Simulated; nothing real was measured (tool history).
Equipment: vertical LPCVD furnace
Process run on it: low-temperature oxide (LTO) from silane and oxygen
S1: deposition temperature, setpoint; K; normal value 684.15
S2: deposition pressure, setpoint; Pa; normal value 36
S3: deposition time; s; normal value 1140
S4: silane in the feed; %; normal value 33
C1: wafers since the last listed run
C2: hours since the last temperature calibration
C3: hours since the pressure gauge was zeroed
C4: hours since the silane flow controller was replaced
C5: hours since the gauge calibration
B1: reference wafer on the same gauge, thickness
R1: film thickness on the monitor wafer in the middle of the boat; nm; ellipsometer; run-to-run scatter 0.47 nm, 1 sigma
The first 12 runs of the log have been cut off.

| run | hour | S1 | S2 | S3 | S4 | C1 | C2 | C3 | C4 | C5 | B1 | R1 |
|---|---|---|---|---|---|---|---|---|---|---|---|---|
| 13 | 357.8 | 684.15 | 36 | 1140 | 33 | 162 | 245.3 | 89.9 | 192.1 | 276.9 | 206.02 | 199.82 |
| 14 | 370.4 | 692.15 | 36 | 1140 | 29 | 162 | 257.9 | 102.5 | 204.7 | 289.5 | 206.06 | 182.74 |
| 15 | 400.5 | 684.15 | 28.7 | 1140 | 33 | 388 | 288 | 132.6 | 234.8 | 319.6 | 205.88 | 159.36 |
| 16 | 436.1 | 684.15 | 36 | 1140 | 33 | 459 | 323.6 | 168.2 | 270.4 | 355.2 | 205.79 | 200.2 |
| 17 | 454.5 | 684.15 | 36 | 1140 | 33 | 237 | 342 | 186.6 | 288.8 | 373.6 | 206.14 | 200.24 |
| 18 | 469.4 | 677.15 | 32 | 1140 | 39 | 192 | 356.9 | 201.5 | 303.7 | 388.5 | 206.28 | 203.92 |
| 19 | 502.4 | 689.15 | 42 | 1140 | 33 | 425 | 389.9 | 234.5 | 336.7 | 421.5 | 206.11 | 246.67 |
| 20 | 533 | 684.15 | 32.7 | 1140 | 27 | 394 | 420.5 | 265.1 | 367.3 | 452.1 | 205.95 | 136.55 |
| 21 | 545.8 | 690.15 | 39.3 | 840 | 33 | 165 | 433.3 | 277.9 | 380.1 | 464.9 | 205.84 | 173.28 |
| 22 | 575.9 | 694.15 | 42.7 | 1140 | 33 | 388 | 463.4 | 308 | 410.2 | 495 | 206.1 | 265.76 |
| 23 | 590.4 | 689.15 | 41.3 | 1380 | 33 | 187 | 477.9 | 322.5 | 424.7 | 509.5 | 205.99 | 294.88 |
| 24 | 623.7 | 684.15 | 33.3 | 1020 | 33 | 429 | 511.2 | 355.8 | 458 | 542.8 | 205.87 | 166.88 |
| 25 | 654.6 | 679.15 | 36 | 1140 | 33 | 398 | 542.1 | 386.7 | 488.9 | 573.7 | 206.19 | 189.75 |
| 26 | 674 | 678.15 | 44 | 900 | 33 | 250 | 561.5 | 406.1 | 508.3 | 593.1 | 206.12 | 181.55 |
| 27 | 686.5 | 684.15 | 36 | 1140 | 33 | 161 | 574 | 418.6 | 520.8 | 605.6 | 206.03 | 202.43 |
| 28 | 715.7 | 684.15 | 30.7 | 1410 | 33 | 376 | 603.2 | 447.8 | 550 | 634.8 | 205.93 | 212.3 |
| 29 | 733.1 | 696.15 | 36 | 1140 | 33 | 224 | 620.6 | 465.2 | 567.4 | 652.2 | 206.05 | 229.59 |

What will run 30 give?
| 30 | 745.5 | 673.15 | 28.7 | 1590 | 35 | 160 | 633 | 477.6 | 579.8 | 664.6 | ? | ? |

{"run 30": {"B1": 206.16, "R1": 214.12}}
On a tool with no hidden condition, and with the same random variation, this run would have come out at R1 210.2 nm.
